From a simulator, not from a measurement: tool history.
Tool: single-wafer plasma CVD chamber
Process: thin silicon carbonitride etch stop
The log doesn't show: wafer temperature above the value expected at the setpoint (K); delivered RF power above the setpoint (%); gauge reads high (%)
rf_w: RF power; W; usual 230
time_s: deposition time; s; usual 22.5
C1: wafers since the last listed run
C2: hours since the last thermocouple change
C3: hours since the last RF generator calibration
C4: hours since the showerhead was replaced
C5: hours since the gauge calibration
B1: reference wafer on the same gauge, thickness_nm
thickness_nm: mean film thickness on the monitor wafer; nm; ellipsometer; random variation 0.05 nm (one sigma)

Run 1, hour 0: usual settings; C1 0; C2 236.5; C3 1046; C4 1535.2; C5 1213.5; B1 11.395. Result: thickness_nm 13.096 nm.
Run 2, hour 67.7: usual settings; C1 1904; C2 304.2; C3 1113.7; C4 1602.9; C5 1281.2; B1 11.406. Result: thickness_nm 13.127 nm.
At hour 78.5: gauge calibrated.
Run 3, hour 136.8: usual settings; C1 1943; C2 373.3; C3 1182.8; C4 1672; C5 58.3; B1 11.405. Result: thickness_nm 13.097 nm.
Run 4, hour 180.1: usual settings; C1 1218; C2 416.6; C3 1226.1; C4 1715.3; C5 101.6; B1 11.394. Result: thickness_nm 12.981 nm.
Run 5, hour 235.6: usual settings; C1 1561; C2 472.1; C3 1281.6; C4 1770.8; C5 157.1; B1 11.395. Result: thickness_nm 13.088 nm.
Run 6, hour 263.3: usual settings; C1 779; C2 499.8; C3 1309.3; C4 1798.5; C5 184.8; B1 11.406. Result: thickness_nm 13.107 nm.
Run 7, hour 324.3: usual settings; C1 1715; C2 560.8; C3 1370.3; C4 1859.5; C5 245.8; B1 11.398. Result: thickness_nm 13.068 nm.
Run 8, hour 378.6: usual settings; C1 1527; C2 615.1; C3 1424.6; C4 1913.8; C5 300.1; B1 11.397. Result: thickness_nm 13.085 nm.
Run 9, hour 443.9: usual settings; C1 1836; C2 680.4; C3 1489.9; C4 1979.1; C5 365.4; B1 11.398. Result: thickness_nm 13.018 nm.
Run 10, hour 490.9: usual settings but rf_w 265 W; C1 1322; C2 727.4; C3 1536.9; C4 2026.1; C5 412.4; B1 11.398. Result: thickness_nm 13.477 nm.
Run 11, hour 550.2: usual settings but rf_w 265 W; C1 1668; C2 786.7; C3 1596.2; C4 2085.4; C5 471.7; B1 11.407. Result: thickness_nm 13.537 nm.
Run 12, hour 591.4: usual settings; C1 1158; C2 827.9; C3 1637.4; C4 2126.6; C5 512.9; B1 11.401. Result: thickness_nm 13.05 nm.
Run 13, hour 632.6: usual settings; C1 1158; C2 869.1; C3 1678.6; C4 2167.8; C5 554.1; B1 11.397. Result: thickness_nm 13.064 nm.
At hour 722.9: showerhead replaced.
At hour 733.9: thermocouple changed; heater temperature recalibrated.
At hour 781.9: RF generator calibrated.
Run 14, hour 782.4: usual settings; C1 3538; C2 48.5; C3 0.5; C4 59.5; C5 703.9; B1 11.391. Result: thickness_nm 12.945 nm.
Run 15, hour 845.2: usual settings; C1 1766; C2 111.3; C3 63.3; C4 122.3; C5 766.7; B1 11.403. Result: thickness_nm 12.858 nm.
Run 16, hour 884.6: usual settings; C1 1108; C2 150.7; C3 102.7; C4 161.7; C5 806.1; B1 11.395. Result: thickness_nm 12.86 nm.
Run 17, hour 911.5: usual settings but rf_w 190 W; C1 756; C2 177.6; C3 129.6; C4 188.6; C5 833; B1 11.396. Result: thickness_nm 12.376 nm.
Run 18, hour 969: usual settings but rf_w 210 W, time_s 26 s; C1 1617; C2 235.1; C3 187.1; C4 246.1; C5 890.5; B1 11.396. Result: thickness_nm 14.567 nm.
Run 19, hour 1000.9: usual settings; C1 897; C2 267; C3 219; C4 278; C5 922.4; B1 11.396. Result: thickness_nm 12.855 nm.
At hour 1087.1: RF generator calibrated, repeated, since the last time left the tool worse.
Run 20, hour 1101.3: usual settings but rf_w 210 W, time_s 26 s; C1 2599; C2 367.4; C3 14.2; C4 378.4; C5 1022.8; B1 11.399. Result: thickness_nm 14.879 nm.
At hour 1109.3: gauge calibrated.
Run 21, hour 1127.5: usual settings but rf_w 265 W, time_s 20.3 s; C1 737; C2 393.6; C3 40.4; C4 404.6; C5 18.2; B1 11.408. Result: thickness_nm 12.326 nm.
Run 22, hour 1197.1: usual settings but rf_w 190 W, time_s 26.8 s; C1 1957; C2 463.2; C3 110; C4 474.2; C5 87.8; B1 11.392. Result: thickness_nm 15.052 nm.
Run 23, hour 1256.2: usual settings but rf_w 190 W, time_s 26.8 s; C1 1662; C2 522.3; C3 169.1; C4 533.3; C5 146.9; B1 11.41. Result: thickness_nm 15.166 nm.
Run 24, hour 1285.4: usual settings but rf_w 190 W, time_s 24.2 s; C1 821; C2 551.5; C3 198.3; C4 562.5; C5 176.1; B1 11.399. Result: thickness_nm 13.517 nm.
Run 25, hour 1339.3: usual settings but time_s 18.8 s; C1 1516; C2 605.4; C3 252.2; C4 616.4; C5 230; B1 11.395. Result: thickness_nm 11.033 nm.
Run 26, hour 1399.7: usual settings but rf_w 200 W, time_s 25.3 s; C1 1699; C2 665.8; C3 312.6; C4 676.8; C5 290.4; B1 11.402. Result: thickness_nm 14.255 nm.
Run 27, hour 1453.3: usual settings but rf_w 255 W; C1 1507; C2 719.4; C3 366.2; C4 730.4; C5 344; B1 11.396. Result: thickness_nm 13.485 nm.
Run 28, hour 1503: usual settings; C1 1398; C2 769.1; C3 415.9; C4 780.1; C5 393.7; B1 11.406. Result: thickness_nm 13.226 nm.
Run 29, hour 1528.5: usual settings; C1 717; C2 794.6; C3 441.4; C4 805.6; C5 419.2; B1 11.401. Result: thickness_nm 13.111 nm.
Run 30, hour 1553: usual settings but rf_w 245 W, time_s 26.3 s; C1 689; C2 819.1; C3 465.9; C4 830.1; C5 443.7; B1 11.408. Result: thickness_nm 15.617 nm.
Run 31, hour 1597: usual settings but time_s 20.5 s; C1 1237; C2 863.1; C3 509.9; C4 874.1; C5 487.7; B1 11.402. Result: thickness_nm 11.949 nm.
Run 32, hour 1638.8: usual settings but rf_w 220 W, time_s 26.6 s; C1 1175; C2 904.9; C3 551.7; C4 915.9; C5 529.5; B1 11.4. Result: thickness_nm 15.398 nm.

Measured less the same run without the tool's hidden state. The same run-to-run variation is in both; the gauge's scatter may not be:
run  thickness_nm
  1        -0.109
  2        -0.116
  3        -0.122
  4        -0.125
  5        -0.131
  6        -0.135
  7         -0.14
  8        -0.146
  9        -0.151
 10        -0.161
 11        -0.167
 12        -0.165
 13         -0.17
 14        -0.296
 15          -0.3
 16        -0.304
 17        -0.295
 18        -0.355
 19        -0.316
 20        -0.022
 21        -0.021
 22        -0.033
 23         -0.04
 24        -0.038
 25        -0.035
 26        -0.051
 27        -0.054
 28        -0.058
 29        -0.059
 30        -0.074
 31        -0.061
 32        -0.082

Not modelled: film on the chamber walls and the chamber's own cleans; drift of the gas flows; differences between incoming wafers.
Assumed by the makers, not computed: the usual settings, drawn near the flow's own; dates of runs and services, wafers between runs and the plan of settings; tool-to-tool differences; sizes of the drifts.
